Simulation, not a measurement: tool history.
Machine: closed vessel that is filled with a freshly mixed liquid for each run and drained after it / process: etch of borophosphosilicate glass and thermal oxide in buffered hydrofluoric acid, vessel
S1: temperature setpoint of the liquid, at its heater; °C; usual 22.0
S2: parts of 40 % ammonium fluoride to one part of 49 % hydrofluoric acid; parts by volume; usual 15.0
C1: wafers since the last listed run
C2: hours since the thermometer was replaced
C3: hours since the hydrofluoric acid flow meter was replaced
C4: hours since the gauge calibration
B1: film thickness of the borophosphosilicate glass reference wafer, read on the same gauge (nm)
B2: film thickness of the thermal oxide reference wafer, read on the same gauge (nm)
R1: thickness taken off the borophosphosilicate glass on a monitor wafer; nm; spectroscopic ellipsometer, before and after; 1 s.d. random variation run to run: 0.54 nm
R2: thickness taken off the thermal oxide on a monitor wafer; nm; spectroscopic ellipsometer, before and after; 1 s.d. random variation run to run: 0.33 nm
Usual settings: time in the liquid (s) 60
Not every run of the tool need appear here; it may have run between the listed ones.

Run 1, hour 0.0: usual settings; C1 0; C2 1545.4; C3 731.9; C4 466.8; B1 109.95; B2 30.00. Result: R1 61.82 nm, R2 42.33 nm.
Run 2, hour 79.5: usual settings; C1 8010; C2 1624.9; C3 811.4; C4 546.3; B1 110.03; B2 29.97. Result: R1 61.54 nm, R2 42.64 nm.
Run 3, hour 120.9: usual settings; C1 4171; C2 1666.3; C3 852.8; C4 587.7; B1 109.97; B2 29.99. Result: R1 60.47 nm, R2 42.63 nm.
Run 4, hour 158.4: usual settings but S1 23.0 °C; C1 3778; C2 1703.8; C3 890.3; C4 625.2; B1 109.98; B2 30.02. Result: R1 65.14 nm, R2 44.77 nm.
Run 5, hour 200.3: usual settings but S1 23.0 °C; C1 4221; C2 1745.7; C3 932.2; C4 667.1; B1 109.97; B2 30.03. Result: R1 65.67 nm, R2 45.13 nm.
Run 6, hour 272.8: usual settings but S1 23.0 °C; C1 7305; C2 1818.2; C3 1004.7; C4 739.6; B1 109.96; B2 29.99. Result: R1 65.56 nm, R2 44.90 nm.
Run 7, hour 326.6: usual settings but S2 11.5 parts by volume; C1 5421; C2 1872.0; C3 1058.5; C4 793.4; B1 110.03; B2 30.01. Result: R1 80.49 nm, R2 55.43 nm.
Run 8, hour 367.6: usual settings but S2 11.5 parts by volume; C1 4131; C2 1913.0; C3 1099.5; C4 834.4; B1 110.01; B2 30.00. Result: R1 81.16 nm, R2 55.11 nm.
Run 9, hour 468.4: usual settings; C1 10156; C2 2013.8; C3 1200.3; C4 935.2; B1 110.01; B2 29.98. Result: R1 62.75 nm, R2 42.88 nm.
At hour 531.5: hydrofluoric acid flow meter replaced.
Run 10, hour 560.1: usual settings but time in the liquid (s) 30; C1 9139; C2 2105.5; C3 28.6; C4 1026.9; B1 110.00; B2 29.98. Result: R1 31.34 nm, R2 21.25 nm.
Run 11, hour 610.1: usual settings but S1 20.5 °C; C1 5038; C2 2155.5; C3 78.6; C4 1076.9; B1 110.00; B2 30.01. Result: R1 57.23 nm, R2 39.49 nm.
At hour 617.6: thermometer replaced.
At hour 621.8: gauge calibrated.
Run 12, hour 683.3: usual settings but S1 18.5 °C, S2 18.5 parts by volume; C1 7275; C2 65.7; C3 151.8; C4 61.5; B1 110.02; B2 29.99. Result: R1 45.00 nm, R2 30.83 nm.
At hour 836.3: thermometer replaced, repeated, since the last time left the tool worse.
Run 13, hour 973.1: usual settings; C1 29100; C2 136.8; C3 441.6; C4 351.3; B1 110.01; B2 30.02. Result: R1 58.35 nm, R2 40.56 nm.
Run 14, hour 1017.7: usual settings but S1 20.0 °C, S2 12.0 parts by volume, time in the liquid (s) 75; C1 4494; C2 181.4; C3 486.2; C4 395.9; B1 109.97; B2 30.00. Result: R1 83.00 nm, R2 57.38 nm.
Run 15, hour 1070.0: usual settings but S1 19.5 °C, time in the liquid (s) 45; C1 5269; C2 233.7; C3 538.5; C4 448.2; B1 110.01; B2 30.02. Result: R1 38.62 nm, R2 26.66 nm.
Run 16, hour 1151.3: usual settings but S1 24.5 °C, S2 18.0 parts by volume; C1 8192; C2 315.0; C3 619.8; C4 529.5; B1 110.01; B2 29.99. Result: R1 56.73 nm, R2 39.43 nm.

Run-by-run hidden state of the tool:
hydrofluoric acid flow below the setpoint (%): 0, the same for each run
gauge reads high (%): 0, the same for each run
H1: liquid hotter than its thermometer reads (K)
run     H1
  1   1.05
  2    1.1
  3   1.13
  4   1.15
  5   1.18
  6   1.23
  7   1.26
  8   1.29
  9   1.35
 10   1.41
 11   1.44
 12    2.4
 13  0.268
 14  0.296
 15  0.329
 16  0.381

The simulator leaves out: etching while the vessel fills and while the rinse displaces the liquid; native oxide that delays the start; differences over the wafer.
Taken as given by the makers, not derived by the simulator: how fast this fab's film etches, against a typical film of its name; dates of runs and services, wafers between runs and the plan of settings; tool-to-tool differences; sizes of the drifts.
